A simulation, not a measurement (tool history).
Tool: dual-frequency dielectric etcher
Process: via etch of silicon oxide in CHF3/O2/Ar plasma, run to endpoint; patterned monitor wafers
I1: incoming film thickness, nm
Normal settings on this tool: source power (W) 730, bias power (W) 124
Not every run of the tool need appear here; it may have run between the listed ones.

{"run": 1, "hour": 0.0, "source power (W)": 810, "bias power (W)": 124, "I1": 540.4, "endpoint time (s)": 256.9}
{"run": 2, "hour": 7.7, "source power (W)": 810, "bias power (W)": 124, "I1": 537.8, "endpoint time (s)": 255.9}
{"run": 3, "hour": 22.8, "source power (W)": 810, "bias power (W)": 124, "I1": 535.9, "endpoint time (s)": 256.4}
{"run": 4, "hour": 38.1, "source power (W)": 730, "bias power (W)": 101, "I1": 533, "endpoint time (s)": 287.4}
{"run": 5, "hour": 55.3, "source power (W)": 730, "bias power (W)": 101, "I1": 540.9, "endpoint time (s)": 292}
{"run": 6, "hour": 65.7, "source power (W)": 730, "bias power (W)": 101, "I1": 538.4, "endpoint time (s)": 290.5}
{"run": 7, "hour": 77.9, "source power (W)": 730, "bias power (W)": 124, "I1": 539.1, "endpoint time (s)": 275.2}
{"run": 8, "hour": 93.9, "source power (W)": 860, "bias power (W)": 124, "I1": 534.2, "endpoint time (s)": 247.6}
{"hour": 103.7, "done": "bias power generator calibrated"}
{"run": 9, "hour": 111.2, "source power (W)": 860, "bias power (W)": 124, "I1": 535.9, "endpoint time (s)": 248.7}
{"run": 10, "hour": 118.6, "source power (W)": 730, "bias power (W)": 124, "I1": 534.1, "endpoint time (s)": 272}
{"run": 11, "hour": 128.9, "source power (W)": 730, "bias power (W)": 124, "I1": 541.6, "endpoint time (s)": 277.9}
{"run": 12, "hour": 154.8, "source power (W)": 650, "bias power (W)": 114, "I1": 535.7, "endpoint time (s)": 301.6}
{"run": 13, "hour": 166.8, "source power (W)": 600, "bias power (W)": 153, "I1": 537.1, "endpoint time (s)": 293.8}
{"hour": 178.9, "done": "source power generator calibrated"}
{"run": 14, "hour": 179.4, "source power (W)": 600, "bias power (W)": 105, "I1": 538.4, "endpoint time (s)": 329.6}
{"hour": 203.6, "done": "upper electrode replaced"}
{"run": 15, "hour": 204.1, "source power (W)": 570, "bias power (W)": 133, "I1": 528.6, "endpoint time (s)": 315.3}
{"run": 16, "hour": 204.5, "source power (W)": 730, "bias power (W)": 124, "I1": 533.1, "endpoint time (s)": 272.6}
{"run": 17, "hour": 215.3, "source power (W)": 840, "bias power (W)": 137, "I1": 532.7, "endpoint time (s)": 244.1}
{"run": 18, "hour": 230.6, "source power (W)": 560, "bias power (W)": 134, "I1": 538.3, "endpoint time (s)": 323.3}
{"run": 19, "hour": 239.2, "source power (W)": 680, "bias power (W)": 144, "I1": 536, "endpoint time (s)": 273.9}
{"run": 20, "hour": 252.3, "source power (W)": 580, "bias power (W)": 153, "I1": 532.2, "endpoint time (s)": 298.2}
{"run": 21, "hour": 262.3, "source power (W)": 730, "bias power (W)": 124, "I1": 535.5, "endpoint time (s)": 274}
{"hour": 308.6, "done": "wet clean of the chamber"}
{"run": 22, "hour": 309.1, "source power (W)": 630, "bias power (W)": 144, "I1": 537.5, "endpoint time (s)": 287.5}
{"run": 23, "hour": 311.1, "source power (W)": 780, "bias power (W)": 133, "I1": 533.2, "endpoint time (s)": 254.9}
{"run": 24, "hour": 322.6, "source power (W)": 840, "bias power (W)": 124, "I1": 538.3, "endpoint time (s)": 250.3}
{"run": 25, "hour": 336.5, "source power (W)": 830, "bias power (W)": 115, "I1": 539.9, "endpoint time (s)": 258.2}
{"run": 26, "hour": 351.6, "source power (W)": 620, "bias power (W)": 96, "I1": 542.8, "endpoint time (s)": 330.8}
{"run": 27, "hour": 364.5, "source power (W)": 600, "bias power (W)": 113, "I1": 534.5, "endpoint time (s)": 316.9}
{"run": 28, "hour": 373.5, "source power (W)": 650, "bias power (W)": 136, "I1": 538.6, "endpoint time (s)": 287.7}
{"run": 29, "hour": 386.0, "source power (W)": 630, "bias power (W)": 124, "I1": 535, "endpoint time (s)": 300}
{"run": 30, "hour": 393.9, "source power (W)": 830, "bias power (W)": 115, "I1": 536.8, "endpoint time (s)": 255.7}
{"run": 31, "hour": 401.9, "source power (W)": 730, "bias power (W)": 124, "I1": 535.6, "endpoint time (s)": 271.6}
{"run": 32, "hour": 417.2, "source power (W)": 730, "bias power (W)": 94, "I1": 532.5, "endpoint time (s)": 292.7}
{"run": 33, "hour": 430.2, "source power (W)": 800, "bias power (W)": 144, "I1": 536.1, "endpoint time (s)": 244.4}
{"run": 34, "hour": 446.1, "source power (W)": 660, "bias power (W)": 136, "I1": 535, "endpoint time (s)": 281.6}

Predict each of these 5 candidate next runs independently; none follows another, all start after run 34:
{"run": "A", "hour": 446.6, "source power (W)": 730, "bias power (W)": 124, "I1": 534, "endpoint time (s)": "?"}
{"run": "B", "hour": 446.6, "source power (W)": 600, "bias power (W)": 155, "I1": 534, "endpoint time (s)": "?"}
{"run": "C", "hour": 446.6, "source power (W)": 820, "bias power (W)": 155, "I1": 534, "endpoint time (s)": "?"}
{"run": "D", "hour": 446.6, "source power (W)": 790, "bias power (W)": 96, "I1": 534, "endpoint time (s)": "?"}
{"run": "E", "hour": 446.6, "source power (W)": 600, "bias power (W)": 112, "I1": 534, "endpoint time (s)": "?"}

run=A endpoint_time_(s)=271
run=B endpoint_time_(s)=288.9
run=C endpoint_time_(s)=236.6
run=D endpoint_time_(s)=276.7
run=E endpoint_time_(s)=318.3
Take away the tool's hidden state, keep each run's random variation, and the runs would have read:
run=A endpoint_time_(s)=269.6
run=B endpoint_time_(s)=287.4
run=C endpoint_time_(s)=235.4
run=D endpoint_time_(s)=275.2
run=E endpoint_time_(s)=316.6
